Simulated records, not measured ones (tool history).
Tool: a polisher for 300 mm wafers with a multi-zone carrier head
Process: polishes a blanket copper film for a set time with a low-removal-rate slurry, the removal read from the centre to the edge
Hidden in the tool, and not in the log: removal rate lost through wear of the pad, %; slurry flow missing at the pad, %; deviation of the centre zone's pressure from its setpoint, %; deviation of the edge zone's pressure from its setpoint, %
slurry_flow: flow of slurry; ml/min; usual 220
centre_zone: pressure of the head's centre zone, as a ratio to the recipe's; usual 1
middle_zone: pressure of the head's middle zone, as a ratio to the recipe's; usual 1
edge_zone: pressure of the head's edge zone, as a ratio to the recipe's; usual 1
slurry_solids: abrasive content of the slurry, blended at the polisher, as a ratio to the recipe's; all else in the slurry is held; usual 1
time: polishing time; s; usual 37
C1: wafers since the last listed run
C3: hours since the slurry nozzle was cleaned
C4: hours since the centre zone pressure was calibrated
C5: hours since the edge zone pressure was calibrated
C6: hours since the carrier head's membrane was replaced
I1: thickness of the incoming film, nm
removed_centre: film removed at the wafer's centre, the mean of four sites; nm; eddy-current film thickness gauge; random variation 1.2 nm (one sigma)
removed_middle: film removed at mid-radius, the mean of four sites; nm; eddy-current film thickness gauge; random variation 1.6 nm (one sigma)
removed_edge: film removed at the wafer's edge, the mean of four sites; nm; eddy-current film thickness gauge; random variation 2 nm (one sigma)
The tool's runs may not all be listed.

{"run": 1, "day": 0.0, "slurry_flow": 220, "centre_zone": 1, "middle_zone": 1, "edge_zone": 1, "slurry_solids": 1, "time": 37, "C1": 0, "wafers polished on this pad": 647, "C3": 173.5, "C4": 395.1, "C5": 609.9, "C6": 508.8, "I1": 1032.5, "removed_centre": 137, "removed_middle": 149.4, "removed_edge": 144.4}
{"day": 1.029, "done": "slurry nozzle cleaned"}
{"run": 2, "day": 1.071, "slurry_flow": 220, "centre_zone": 1, "middle_zone": 1, "edge_zone": 1, "slurry_solids": 1.2, "time": 37, "C1": 179, "wafers polished on this pad": 827, "C3": 1, "C4": 420.8, "C5": 635.6, "C6": 534.5, "I1": 1011.4, "removed_centre": 142.4, "removed_middle": 155.7, "removed_edge": 157.5}
{"day": 2.342, "done": "centre zone pressure recalibrated"}
{"day": 2.867, "done": "worn pad replaced by a new one"}
{"run": 3, "day": 4.0, "slurry_flow": 265, "centre_zone": 1, "middle_zone": 1, "edge_zone": 1, "slurry_solids": 1, "time": 37, "C1": 467, "wafers polished on this pad": 198, "C3": 71.3, "C4": 39.8, "C5": 705.9, "C6": 604.8, "I1": 1023.4, "removed_centre": 148, "removed_middle": 152.8, "removed_edge": 149.8}
{"run": 4, "day": 5.967, "slurry_flow": 260, "centre_zone": 1, "middle_zone": 1, "edge_zone": 1, "slurry_solids": 1, "time": 37, "C1": 343, "wafers polished on this pad": 541, "C3": 118.5, "C4": 87, "C5": 753.1, "C6": 652, "I1": 1018.6, "removed_centre": 144.6, "removed_middle": 155.1, "removed_edge": 153.1}
{"run": 5, "day": 7.817, "slurry_flow": 260, "centre_zone": 1, "middle_zone": 1, "edge_zone": 1, "slurry_solids": 1, "time": 37, "C1": 323, "wafers polished on this pad": 864, "C3": 162.9, "C4": 131.4, "C5": 797.5, "C6": 696.4, "I1": 1016.3, "removed_centre": 144.4, "removed_middle": 153.3, "removed_edge": 155.8}
{"run": 6, "day": 9.462, "slurry_flow": 260, "centre_zone": 1, "middle_zone": 1, "edge_zone": 1, "slurry_solids": 1, "time": 37, "C1": 287, "wafers polished on this pad": 1152, "C3": 202.4, "C4": 170.9, "C5": 837, "C6": 735.9, "I1": 1026.8, "removed_centre": 142.6, "removed_middle": 153.9, "removed_edge": 151.2}
{"day": 9.788, "done": "slurry nozzle cleaned"}
{"run": 7, "day": 11.258, "slurry_flow": 220, "centre_zone": 1, "middle_zone": 1, "edge_zone": 1, "slurry_solids": 1, "time": 44, "C1": 306, "wafers polished on this pad": 1458, "C3": 35.3, "C4": 214, "C5": 880.1, "C6": 779, "I1": 1023.4, "removed_centre": 166, "removed_middle": 179.5, "removed_edge": 176.2}
{"day": 11.45, "done": "worn pad replaced by a new one"}
{"run": 8, "day": 12.367, "slurry_flow": 220, "centre_zone": 1, "middle_zone": 1, "edge_zone": 1, "slurry_solids": 1, "time": 44, "C1": 164, "wafers polished on this pad": 160, "C3": 61.9, "C4": 240.6, "C5": 906.7, "C6": 805.6, "I1": 1016.2, "removed_centre": 165.8, "removed_middle": 178.9, "removed_edge": 176.4}
{"run": 9, "day": 14.112, "slurry_flow": 220, "centre_zone": 1, "middle_zone": 1, "edge_zone": 1, "slurry_solids": 1, "time": 44, "C1": 304, "wafers polished on this pad": 465, "C3": 103.8, "C4": 282.5, "C5": 948.6, "C6": 847.5, "I1": 1037, "removed_centre": 164.2, "removed_middle": 176.5, "removed_edge": 176.4}
{"run": 10, "day": 16.317, "slurry_flow": 220, "centre_zone": 1, "middle_zone": 1, "edge_zone": 1, "slurry_solids": 0.9, "time": 46, "C1": 385, "wafers polished on this pad": 850, "C3": 156.7, "C4": 335.4, "C5": 1001.5, "C6": 900.4, "I1": 1025.7, "removed_centre": 168.8, "removed_middle": 182.9, "removed_edge": 179.3}
{"run": 11, "day": 17.838, "slurry_flow": 220, "centre_zone": 1, "middle_zone": 1, "edge_zone": 1, "slurry_solids": 1, "time": 37, "C1": 265, "wafers polished on this pad": 1115, "C3": 193.2, "C4": 371.9, "C5": 1038, "C6": 936.9, "I1": 1019.1, "removed_centre": 138.1, "removed_middle": 146.1, "removed_edge": 147.8}
{"day": 18.396, "done": "worn pad replaced by a new one"}
{"day": 19.383, "done": "slurry nozzle cleaned"}
{"run": 12, "day": 19.529, "slurry_flow": 220, "centre_zone": 1, "middle_zone": 1, "edge_zone": 1, "slurry_solids": 1, "time": 37, "C1": 259, "wafers polished on this pad": 191, "C3": 3.5, "C4": 412.5, "C5": 1078.6, "C6": 977.5, "I1": 1013.5, "removed_centre": 136.9, "removed_middle": 150.7, "removed_edge": 147.6}
{"day": 20.554, "done": "centre zone pressure recalibrated"}
{"run": 13, "day": 20.95, "slurry_flow": 220, "centre_zone": 1, "middle_zone": 1, "edge_zone": 1, "slurry_solids": 1, "time": 37, "C1": 233, "wafers polished on this pad": 424, "C3": 37.6, "C4": 9.5, "C5": 1112.7, "C6": 1011.6, "I1": 1029.1, "removed_centre": 144.5, "removed_middle": 148.9, "removed_edge": 146.5}
{"run": 14, "day": 22.767, "slurry_flow": 220, "centre_zone": 1, "middle_zone": 1, "edge_zone": 0.95, "slurry_solids": 1.2, "time": 43, "C1": 317, "wafers polished on this pad": 741, "C3": 81.2, "C4": 53.1, "C5": 1156.3, "C6": 1055.2, "I1": 1026, "removed_centre": 171.7, "removed_middle": 179, "removed_edge": 173.4}
{"run": 15, "day": 24.858, "slurry_flow": 185, "centre_zone": 1, "middle_zone": 1, "edge_zone": 0.88, "slurry_solids": 1, "time": 37, "C1": 365, "wafers polished on this pad": 1107, "C3": 131.4, "C4": 103.3, "C5": 1206.5, "C6": 1105.4, "I1": 1041.7, "removed_centre": 136.4, "removed_middle": 144.7, "removed_edge": 134.5}
{"day": 25.721, "done": "worn pad replaced by a new one"}
{"run": 16, "day": 26.508, "slurry_flow": 220, "centre_zone": 1, "middle_zone": 1, "edge_zone": 1, "slurry_solids": 1.3, "time": 37, "C1": 259, "wafers polished on this pad": 137, "C3": 171, "C4": 142.9, "C5": 1246.1, "C6": 1145, "I1": 1031.1, "removed_centre": 148.3, "removed_middle": 156, "removed_edge": 153.7}
{"day": 27.617, "done": "slurry nozzle cleaned"}
{"run": 17, "day": 28.192, "slurry_flow": 220, "centre_zone": 1, "middle_zone": 1.04, "edge_zone": 1, "slurry_solids": 1, "time": 37, "C1": 286, "wafers polished on this pad": 424, "C3": 13.8, "C4": 183.3, "C5": 1286.5, "C6": 1185.4, "I1": 1039.9, "removed_centre": 139.3, "removed_middle": 155.5, "removed_edge": 145.8}
{"day": 28.6, "done": "carrier head's membrane replaced by a new one"}
{"day": 29.317, "done": "edge zone pressure recalibrated"}
{"run": 18, "day": 29.45, "slurry_flow": 220, "centre_zone": 1.03, "middle_zone": 0.93, "edge_zone": 1, "slurry_solids": 1.15, "time": 37, "C1": 168, "wafers polished on this pad": 592, "C3": 44, "C4": 213.5, "C5": 3.2, "C6": 20.4, "I1": 1013.2, "removed_centre": 145.6, "removed_middle": 143.8, "removed_edge": 155.4}
{"run": 19, "day": 30.792, "slurry_flow": 285, "centre_zone": 1, "middle_zone": 1, "edge_zone": 1, "slurry_solids": 1, "time": 37, "C1": 234, "wafers polished on this pad": 827, "C3": 76.2, "C4": 245.7, "C5": 35.4, "C6": 52.6, "I1": 1026, "removed_centre": 142.6, "removed_middle": 150.3, "removed_edge": 149.5}
{"day": 32.675, "done": "worn pad replaced by a new one"}
{"run": 20, "day": 33.667, "slurry_flow": 220, "centre_zone": 1, "middle_zone": 1, "edge_zone": 1, "slurry_solids": 0.8, "time": 47, "C1": 473, "wafers polished on this pad": 173, "C3": 145.2, "C4": 314.7, "C5": 104.4, "C6": 121.6, "I1": 1042.8, "removed_centre": 167.9, "removed_middle": 182.9, "removed_edge": 181}
{"run": 21, "day": 36.417, "slurry_flow": 220, "centre_zone": 1, "middle_zone": 1, "edge_zone": 1, "slurry_solids": 1, "time": 37, "C1": 480, "wafers polished on this pad": 653, "C3": 211.2, "C4": 380.7, "C5": 170.4, "C6": 187.6, "I1": 1010.4, "removed_centre": 136.4, "removed_middle": 148.3, "removed_edge": 150.1}
{"run": 22, "day": 37.7, "slurry_flow": 220, "centre_zone": 1, "middle_zone": 1, "edge_zone": 1, "slurry_solids": 1, "time": 37, "C1": 224, "wafers polished on this pad": 877, "C3": 242, "C4": 411.5, "C5": 201.2, "C6": 218.4, "I1": 1019.1, "removed_centre": 133.6, "removed_middle": 146.4, "removed_edge": 148.6}

Forecast each of these 3 alternatives for the next run:
{"run": "A", "day": 37.717, "slurry_flow": 220, "centre_zone": 1, "middle_zone": 1, "edge_zone": 1, "slurry_solids": 1, "time": 37, "C1": 2, "wafers polished on this pad": 880, "C3": 242.4, "C4": 411.9, "C5": 201.6, "C6": 218.8, "I1": 1027.1, "removed_centre": "?", "removed_middle": "?", "removed_edge": "?"}
{"run": "B", "day": 37.717, "slurry_flow": 220, "centre_zone": 1, "middle_zone": 1, "edge_zone": 1.09, "slurry_solids": 1.1, "time": 46, "C1": 2, "wafers polished on this pad": 880, "C3": 242.4, "C4": 411.9, "C5": 201.6, "C6": 218.8, "I1": 1027.1, "removed_centre": "?", "removed_middle": "?", "removed_edge": "?"}
{"run": "C", "day": 37.717, "slurry_flow": 220, "centre_zone": 1, "middle_zone": 1, "edge_zone": 1, "slurry_solids": 1, "time": 48, "C1": 2, "wafers polished on this pad": 880, "C3": 242.4, "C4": 411.9, "C5": 201.6, "C6": 218.8, "I1": 1027.1, "removed_centre": "?", "removed_middle": "?", "removed_edge": "?"}

run=A removed_centre=135.9 removed_middle=147.9 removed_edge=147.2
run=B removed_centre=171.9 removed_middle=187 removed_edge=194.3
run=C removed_centre=176.3 removed_middle=191.8 removed_edge=191
Without the tool's hidden state the same runs would have given:
run=A removed_centre=147.8 removed_middle=147.8 removed_edge=147.2
run=B removed_centre=187 removed_middle=186.9 removed_edge=194.3
run=C removed_centre=191.8 removed_middle=191.7 removed_edge=191
